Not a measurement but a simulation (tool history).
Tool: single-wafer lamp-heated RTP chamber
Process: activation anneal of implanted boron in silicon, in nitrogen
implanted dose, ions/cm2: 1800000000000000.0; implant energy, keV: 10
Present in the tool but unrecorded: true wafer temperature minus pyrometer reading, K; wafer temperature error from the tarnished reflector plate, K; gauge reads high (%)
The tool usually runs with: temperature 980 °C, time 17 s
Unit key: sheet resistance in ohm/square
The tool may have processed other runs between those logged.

run	hour	temperature	time	wafers since the last listed run	wafers since the last pyrometer calibration	wafers since the reflector plate was cleaned	hours since the gauge calibration	read-back reference wafer on the same gauge, sheet resistance	sheet resistance
1	0	968	17	0	3028	4657	151.6	112.04	127.11
2	30.7	968	17	660	3689	5317	182.3	111.82	127.02
3	54	968	17	501	4190	5819	205.6	111.94	126.84
4	77	980	17	494	4685	6314	228.6	112.07	115.8
5	108	980	17	667	5352	6981	259.6	112.23	116.6
6	122.2	980	17	305	5658	7286	273.8	111.76	115.49
7	136.3	980	17	303	5961	7590	287.9	112.13	116.56
8	159.2	980	17	492	6454	8083	310.8	111.91	115.44
# hour 167.7: gauge calibrated
9	188.6	980	17	632	7086	8715	20.9	112.02	114.25
# hour 210.4: pyrometer window cleaned and pyrometer calibrated
10	210.9	980	17	307	11	9023	43.2	111.96	119.15
# hour 226.1: reflector plate cleaned
11	242.2	951	8	501	513	347	74.5	112.18	162.72
12	264	995	9	469	982	816	96.3	111.89	114.18
13	292.7	953	27	617	1599	1434	125	111.95	137.63
14	313.6	980	17	449	2049	1883	145.9	111.94	117.61
15	326.9	957	8	286	2335	2170	159.2	112.07	153.3
16	355.7	980	17	619	2955	2789	188	111.95	116.26
17	369	988	9	286	3241	3076	201.3	111.82	118.19
18	404.8	1007	25	770	4012	3846	237.1	112.23	98.69
19	419.9	954	7	324	4337	4171	252.2	112.15	155.59
20	504.2	965	25	1814	6151	5985	336.5	112.15	123.58
# hour 512.2: gauge calibrated
21	519.5	980	24	329	6480	6314	7.3	111.91	112.08

Give the tool's hidden conditions for every run:
wafer temperature error from the tarnished reflector plate, K: 0 in every run
gauge reads high (%): 0 in every run
H1: true wafer temperature minus pyrometer reading, K
run	H1
1	2.02
2	2.52
3	2.97
4	3.46
5	4.22
6	4.6
7	5
8	5.7
9	6.67
10	0.167
11	0.22
12	0.318
13	0.523
14	0.726
15	0.88
16	1.28
17	1.49
18	2.15
19	2.47
20	4.7
21	5.18
